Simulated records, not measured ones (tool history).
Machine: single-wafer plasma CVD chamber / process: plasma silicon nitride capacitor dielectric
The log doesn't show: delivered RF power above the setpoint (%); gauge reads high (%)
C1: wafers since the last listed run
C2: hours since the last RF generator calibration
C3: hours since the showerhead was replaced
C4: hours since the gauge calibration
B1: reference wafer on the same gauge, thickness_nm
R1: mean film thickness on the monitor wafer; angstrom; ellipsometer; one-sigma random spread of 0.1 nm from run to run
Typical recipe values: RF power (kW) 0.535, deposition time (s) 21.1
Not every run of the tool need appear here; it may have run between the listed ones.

run 1 hour=0.0 | RF_power_(kW)=0.535 deposition_time_(s)=18.3 | C1=0 C2=862.4 C3=5139.7 C4=1462.7 | B1=35.111 | R1=278.69
run 2 hour=62.4 | RF_power_(kW)=0.535 deposition_time_(s)=21.1 | C1=836 C2=924.8 C3=5202.1 C4=1525.1 | B1=35.094 | R1=322.24
run 3 hour=101.4 | RF_power_(kW)=0.535 deposition_time_(s)=21.1 | C1=522 C2=963.8 C3=5241.1 C4=1564.1 | B1=35.088 | R1=321.53
run 4 hour=275.5 | RF_power_(kW)=0.535 deposition_time_(s)=21.1 | C1=2333 C2=1137.9 C3=5415.2 C4=1738.2 | B1=35.099 | R1=321.81
run 5 hour=318.7 | RF_power_(kW)=0.535 deposition_time_(s)=20.0 | C1=579 C2=1181.1 C3=5458.4 C4=1781.4 | B1=35.095 | R1=304.80
run 6 hour=398.4 | RF_power_(kW)=0.535 deposition_time_(s)=21.1 | C1=1068 C2=1260.8 C3=5538.1 C4=1861.1 | B1=35.077 | R1=319.49
run 7 hour=435.4 | RF_power_(kW)=0.535 deposition_time_(s)=21.1 | C1=495 C2=1297.8 C3=5575.1 C4=1898.1 | B1=35.131 | R1=321.01
run 8 hour=473.7 | RF_power_(kW)=0.535 deposition_time_(s)=21.1 | C1=513 C2=1336.1 C3=5613.4 C4=1936.4 | B1=35.092 | R1=320.70
-- hour=474.8 gauge calibrated
-- hour=485.5 showerhead replaced
run 9 hour=534.6 | RF_power_(kW)=0.535 deposition_time_(s)=22.5 | C1=709 C2=1397.0 C3=49.1 C4=59.8 | B1=35.097 | R1=342.60
run 10 hour=583.9 | RF_power_(kW)=0.535 deposition_time_(s)=21.1 | C1=660 C2=1446.3 C3=98.4 C4=109.1 | B1=35.075 | R1=318.56
run 11 hour=664.8 | RF_power_(kW)=0.535 deposition_time_(s)=21.1 | C1=1084 C2=1527.2 C3=179.3 C4=190.0 | B1=35.089 | R1=319.72
run 12 hour=749.3 | RF_power_(kW)=0.625 deposition_time_(s)=17.8 | C1=1132 C2=1611.7 C3=263.8 C4=274.5 | B1=35.108 | R1=282.18
run 13 hour=824.6 | RF_power_(kW)=0.600 deposition_time_(s)=21.1 | C1=1009 C2=1687.0 C3=339.1 C4=349.8 | B1=35.084 | R1=331.94
run 14 hour=874.4 | RF_power_(kW)=0.535 deposition_time_(s)=21.1 | C1=667 C2=1736.8 C3=388.9 C4=399.6 | B1=35.127 | R1=320.47
run 15 hour=924.5 | RF_power_(kW)=0.635 deposition_time_(s)=22.7 | C1=671 C2=1786.9 C3=439.0 C4=449.7 | B1=35.104 | R1=360.37
-- hour=983.0 RF generator calibrated
run 16 hour=983.5 | RF_power_(kW)=0.460 deposition_time_(s)=21.1 | C1=683 C2=0.5 C3=498.0 C4=508.7 | B1=35.120 | R1=313.91
run 17 hour=1081.2 | RF_power_(kW)=0.535 deposition_time_(s)=21.1 | C1=1309 C2=98.2 C3=595.7 C4=606.4 | B1=35.110 | R1=326.06
run 18 hour=1175.1 | RF_power_(kW)=0.570 deposition_time_(s)=23.9 | C1=1258 C2=192.1 C3=689.6 C4=700.3 | B1=35.105 | R1=374.70
run 19 hour=1252.8 | RF_power_(kW)=0.535 deposition_time_(s)=21.1 | C1=1041 C2=269.8 C3=767.3 C4=778.0 | B1=35.086 | R1=324.93
run 20 hour=1353.9 | RF_power_(kW)=0.600 deposition_time_(s)=19.6 | C1=1355 C2=370.9 C3=868.4 C4=879.1 | B1=35.075 | R1=310.52
run 21 hour=1411.5 | RF_power_(kW)=0.535 deposition_time_(s)=16.9 | C1=772 C2=428.5 C3=926.0 C4=936.7 | B1=35.109 | R1=258.25
run 22 hour=1479.7 | RF_power_(kW)=0.485 deposition_time_(s)=22.2 | C1=914 C2=496.7 C3=994.2 C4=1004.9 | B1=35.065 | R1=329.47

Per-run results on a tool with no hidden state, each run keeping its own random variation:
run=1 R1=283.89
run=2 R1=328.45
run=3 R1=327.85
run=4 R1=328.59
run=5 R1=311.30
run=6 R1=326.47
run=7 R1=328.10
run=8 R1=327.85
run=9 R1=350.34
run=10 R1=325.83
run=11 R1=327.13
run=12 R1=288.82
run=13 R1=339.83
run=14 R1=328.14
run=15 R1=369.05
run=16 R1=314.51
run=17 R1=327.66
run=18 R1=377.50
run=19 R1=327.98
run=20 R1=314.11
run=21 R1=261.52
run=22 R1=334.05
